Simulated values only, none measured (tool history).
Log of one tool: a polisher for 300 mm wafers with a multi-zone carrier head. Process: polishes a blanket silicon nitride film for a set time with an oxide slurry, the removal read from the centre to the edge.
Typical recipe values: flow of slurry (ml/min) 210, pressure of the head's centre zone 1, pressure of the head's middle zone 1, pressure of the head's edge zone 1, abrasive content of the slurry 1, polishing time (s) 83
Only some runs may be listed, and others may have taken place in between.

run     day  flow of slurry (ml/min)  pressure of the head's centre zone  pressure of the head's middle zone  pressure of the head's edge zone  abrasive content of the slurry  polishing time (s)  wafers since the last listed run  wafers polished on this pad  hours since the slurry nozzle was cleaned  hours since the centre zone pressure was calibrated  hours since the edge zone pressure was calibrated  hours since the carrier head's membrane was replaced  incoming thickness of the incoming film, nm  film removed at the wafer's centre (Å)  film removed at mid-radius (Å)  film removed at the wafer's edge (Å)
  1       0                      210                                   1                                   1                                 1                               1                  83                                 0                         2165                                       96.3                                                   89                                              994.1                                                 318.2                                          369                                     522                             512                                   529
  2   4.479                      210                                   1                                   1                                 1                             0.8                 112                              1359                         3525                                      203.8                                                196.5                                             1101.6                                                 425.7                                        372.3                                     594                             569                                   604
  3    8.45                      210                                   1                                   1                                 1                               1                  59                              1205                         4730                                      299.1                                                291.8                                             1196.9                                                   521                                          372                                     355                             350                                   365
  4  11.179                      210                                   1                                   1                                 1                               1                  83                               828                         5559                                      364.6                                                357.3                                             1262.4                                                 586.5                                        371.2                                     501                             487                                   505
  5  15.492                      210                                1.08                                   1                                 1                               1                  93                              1309                         6868                                      468.1                                                460.8                                             1365.9                                                   690                                          375                                     596                             532                                   553
     16.712  -- worn pad replaced by a new one
     17.833  -- carrier head's membrane replaced by a new one
  6      18                      210                                   1                                   1                              1.11                            0.85                 102                               647                          327                                      528.3                                                  521                                             1426.1                                                     4                                        373.6                                     547                             530                                   590
  7  21.283                      230                                 1.1                                1.06                                 1                               1                  69                               996                         1324                                      607.1                                                599.8                                             1504.9                                                  82.8                                        374.6                                     464                             430                                   429
     23.021  -- edge zone pressure recalibrated
  8  24.367                      210                                0.95                                   1                              1.09                               1                  83                               910                         2235                                      681.1                                                673.8                                               32.3                                                 156.8                                        372.5                                     466                             493                                   524
  9    27.6                      160                                   1                                   1                                 1                               1                  83                               981                         3216                                      758.7                                                751.4                                              109.9                                                 234.4                                        367.9                                     446                             440                                   483
 10  30.792                      180                                1.04                                1.08                                 1                            0.85                  83                               968                         4185                                      835.3                                                  828                                              186.5                                                   311                                        374.3                                     432                             431                                   442
 11  33.821                      210                                   1                                   1                                 1                               1                  83                               919                         5105                                        908                                                900.7                                              259.2                                                 383.7                                        364.2                                     485                             476                                   497
     35.125  -- slurry nozzle cleaned
 12  36.075                      180                                   1                                   1                                 1                               1                  83                               671                         5776                                       22.8                                                954.8                                              313.3                                                 437.8                                        363.6                                     493                             491                                   506
 13  38.733                      210                                   1                                   1                              1.05                             0.9                  56                               807                         6583                                       86.6                                               1018.6                                              377.1                                                 501.6                                        365.2                                     316                             310                                   326
     40.304  -- centre zone pressure recalibrated
 14  41.588                      210                                   1                                   1                                 1                            1.15                 108                               841                         7425                                      155.1                                                 30.8                                              445.6                                                 570.1                                        375.2                                     697                             678                                   709
         42  -- worn pad replaced by a new one
 15  45.979                      210                                   1                                   1                                 1                               1                  83                              1282                         1208                                      260.5                                                136.2                                                551                                                 675.5                                        373.8                                     507                             494                                   511
 16  48.233                      210                                 0.9                                1.05                                 1                               1                  83                               684                         1892                                      314.6                                                190.3                                              605.1                                                 729.6                                        376.3                                     454                             513                                   508
     51.688  -- carrier head's membrane replaced by a new one
 17  58.433                      210                                   1                                   1                                 1                               1                  83                              3033                         4926                                      559.4                                                435.1                                              849.9                                                 161.9                                        373.8                                     478                             473                                   497
 18  62.021                      210                                   1                                   1                                 1                               1                  83                              1089                         6015                                      645.5                                                521.2                                                936                                                   248                                        364.7                                     476                             467                                   492
 19  63.988                      210                                0.88                                   1                                 1                               1                  99                               597                         6612                                      692.7                                                568.4                                              983.2                                                 295.2                                        363.5                                     492                             548                                   582
 20  65.521                      210                                   1                                   1                                 1                               1                  95                               465                         7077                                      729.5                                                605.2                                               1020                                                   332                                        373.7                                     535                             519                                   555

What if the next run were any one of these 5? Each begins from the tool's condition after run 20:
  A  65.538                      210                                   1                                   1                                 1                               1                  83                                 5                         7083                                      729.9                                                605.6                                             1020.4                                                 332.4                                        369.7                                       ?                               ?                                     ?
  B  65.538                      230                                   1                                   1                              1.08                             1.3                  99                                 5                         7083                                      729.9                                                605.6                                             1020.4                                                 332.4                                        369.7                                       ?                               ?                                     ?
  C  65.538                      210                                   1                                   1                              0.95                               1                  83                                 5                         7083                                      729.9                                                605.6                                             1020.4                                                 332.4                                        369.7                                       ?                               ?                                     ?
  D  65.538                      210                                1.03                                   1                              0.97                            0.85                  83                                 5                         7083                                      729.9                                                605.6                                             1020.4                                                 332.4                                        369.7                                       ?                               ?                                     ?
  E  65.538                      210                                   1                                   1                                 1                             0.7                  83                                 5                         7083                                      729.9                                                605.6                                             1020.4                                                 332.4                                        369.7                                       ?                               ?                                     ?

run  film removed at the wafer's centre (Å)  film removed at mid-radius (Å)  film removed at the wafer's edge (Å)
  A                                     467                             469                                   487
  B                                     655                             655                                   698
  C                                     467                             469                                   477
  D                                     433                             421                                   433
  E                                     360                             361                                   375
The same runs, with their run-to-run variation unchanged, on a tool lacking any hidden condition would have given:
run  film removed at the wafer's centre (Å)  film removed at mid-radius (Å)  film removed at the wafer's edge (Å)
  A                                     540                             535                                   541
  B                                     749                             742                                   772
  C                                     540                             535                                   531
  D                                     500                             481                                   481
  E                                     416                             413                                   418
